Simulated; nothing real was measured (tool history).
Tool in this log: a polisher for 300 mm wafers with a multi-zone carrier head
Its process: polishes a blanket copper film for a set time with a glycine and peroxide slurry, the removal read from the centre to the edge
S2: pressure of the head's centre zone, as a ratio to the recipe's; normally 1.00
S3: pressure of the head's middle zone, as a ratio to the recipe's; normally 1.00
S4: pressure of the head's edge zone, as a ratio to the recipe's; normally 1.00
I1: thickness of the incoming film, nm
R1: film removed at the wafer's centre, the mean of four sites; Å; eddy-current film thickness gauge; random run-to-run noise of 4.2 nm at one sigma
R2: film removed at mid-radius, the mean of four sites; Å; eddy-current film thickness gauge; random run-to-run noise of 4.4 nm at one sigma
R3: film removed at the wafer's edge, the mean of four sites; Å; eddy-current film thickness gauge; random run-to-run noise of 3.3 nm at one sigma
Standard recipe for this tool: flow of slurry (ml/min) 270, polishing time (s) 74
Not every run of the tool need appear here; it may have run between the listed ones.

run 1 day=0.000 | flow_of_slurry_(ml/min)=215 S2=1.00 S3=1.00 S4=1.00 polishing_time_(s)=85 | I1=1457.5 | R1=3953 R2=4027 R3=4064
run 2 day=0.529 | flow_of_slurry_(ml/min)=270 S2=1.04 S3=0.95 S4=1.07 polishing_time_(s)=74 | I1=1474.7 | R1=3692 R2=3420 R3=3750
-- day=1.175 worn pad replaced by a new one
run 3 day=1.229 | flow_of_slurry_(ml/min)=200 S2=1.00 S3=1.00 S4=1.00 polishing_time_(s)=74 | I1=1491.1 | R1=3446 R2=3516 R3=3571
run 4 day=1.875 | flow_of_slurry_(ml/min)=185 S2=0.95 S3=0.93 S4=1.00 polishing_time_(s)=74 | I1=1475.9 | R1=3152 R2=3184 R3=3511
run 5 day=2.600 | flow_of_slurry_(ml/min)=270 S2=1.00 S3=1.00 S4=1.00 polishing_time_(s)=74 | I1=1466.2 | R1=3635 R2=3639 R3=3681
run 6 day=3.008 | flow_of_slurry_(ml/min)=270 S2=1.00 S3=1.11 S4=1.00 polishing_time_(s)=66 | I1=1459.7 | R1=3192 R2=3415 R3=3266
run 7 day=3.338 | flow_of_slurry_(ml/min)=270 S2=1.00 S3=1.00 S4=1.00 polishing_time_(s)=74 | I1=1476.7 | R1=3545 R2=3516 R3=3654
run 8 day=3.942 | flow_of_slurry_(ml/min)=325 S2=1.00 S3=1.00 S4=1.00 polishing_time_(s)=54 | I1=1487.7 | R1=2655 R2=2693 R3=2699
run 9 day=4.633 | flow_of_slurry_(ml/min)=270 S2=1.00 S3=1.00 S4=1.00 polishing_time_(s)=74 | I1=1461.8 | R1=3594 R2=3636 R3=3590
run 10 day=5.383 | flow_of_slurry_(ml/min)=270 S2=1.00 S3=1.06 S4=0.88 polishing_time_(s)=74 | I1=1462.2 | R1=3532 R2=3806 R3=3455
-- day=5.946 edge zone pressure recalibrated
run 11 day=6.083 | flow_of_slurry_(ml/min)=270 S2=1.00 S3=0.94 S4=1.00 polishing_time_(s)=74 | I1=1440.9 | R1=3548 R2=3415 R3=3647
-- day=6.658 slurry nozzle cleaned
-- day=6.679 worn pad replaced by a new one
run 12 day=6.700 | flow_of_slurry_(ml/min)=270 S2=1.00 S3=1.00 S4=1.00 polishing_time_(s)=74 | I1=1491.3 | R1=3890 R2=3826 R3=3828
run 13 day=7.088 | flow_of_slurry_(ml/min)=270 S2=1.00 S3=1.00 S4=1.00 polishing_time_(s)=74 | I1=1482.9 | R1=3772 R2=3862 R3=3793
run 14 day=8.417 | flow_of_slurry_(ml/min)=270 S2=1.00 S3=1.00 S4=1.00 polishing_time_(s)=74 | I1=1473.2 | R1=3804 R2=3739 R3=3712
run 15 day=8.850 | flow_of_slurry_(ml/min)=270 S2=1.00 S3=1.00 S4=1.00 polishing_time_(s)=74 | I1=1489.5 | R1=3787 R2=3788 R3=3719
run 16 day=9.133 | flow_of_slurry_(ml/min)=270 S2=1.00 S3=1.00 S4=1.00 polishing_time_(s)=92 | I1=1473.5 | R1=4672 R2=4693 R3=4667
run 17 day=9.683 | flow_of_slurry_(ml/min)=270 S2=1.00 S3=0.95 S4=1.00 polishing_time_(s)=74 | I1=1487.8 | R1=3869 R2=3626 R3=3804
run 18 day=11.683 | flow_of_slurry_(ml/min)=195 S2=1.00 S3=0.88 S4=1.00 polishing_time_(s)=74 | I1=1476.8 | R1=3674 R2=3209 R3=3648
run 19 day=12.408 | flow_of_slurry_(ml/min)=360 S2=1.00 S3=1.00 S4=1.00 polishing_time_(s)=74 | I1=1463.6 | R1=3915 R2=3790 R3=3795
-- day=12.708 worn pad replaced by a new one
run 20 day=13.104 | flow_of_slurry_(ml/min)=270 S2=1.00 S3=1.00 S4=0.89 polishing_time_(s)=74 | I1=1465.7 | R1=3689 R2=3774 R3=3534
run 21 day=13.704 | flow_of_slurry_(ml/min)=270 S2=0.97 S3=1.00 S4=1.00 polishing_time_(s)=74 | I1=1459.4 | R1=3604 R2=3675 R3=3738
run 22 day=14.100 | flow_of_slurry_(ml/min)=270 S2=1.00 S3=0.94 S4=0.91 polishing_time_(s)=74 | I1=1450.3 | R1=3712 R2=3529 R3=3601

Hidden state, per run?
removal rate lost through wear of the pad, %: 0, the same for each run
deviation of the centre zone's pressure from its setpoint, %: 0, the same for each run
deviation of the edge zone's pressure from its setpoint, %: 0, the same for each run
H1: slurry flow missing at the pad, %
run=1 H1=39.5
run=2 H1=39.9
run=3 H1=40.3
run=4 H1=40.6
run=5 H1=41
run=6 H1=41.1
run=7 H1=41.3
run=8 H1=41.5
run=9 H1=41.8
run=10 H1=42
run=11 H1=42.3
run=12 H1=0.53
run=13 H1=2.57
run=14 H1=8.83
run=15 H1=10.6
run=16 H1=11.8
run=17 H1=13.9
run=18 H1=20.3
run=19 H1=22.3
run=20 H1=24
run=21 H1=25.4
run=22 H1=26.2

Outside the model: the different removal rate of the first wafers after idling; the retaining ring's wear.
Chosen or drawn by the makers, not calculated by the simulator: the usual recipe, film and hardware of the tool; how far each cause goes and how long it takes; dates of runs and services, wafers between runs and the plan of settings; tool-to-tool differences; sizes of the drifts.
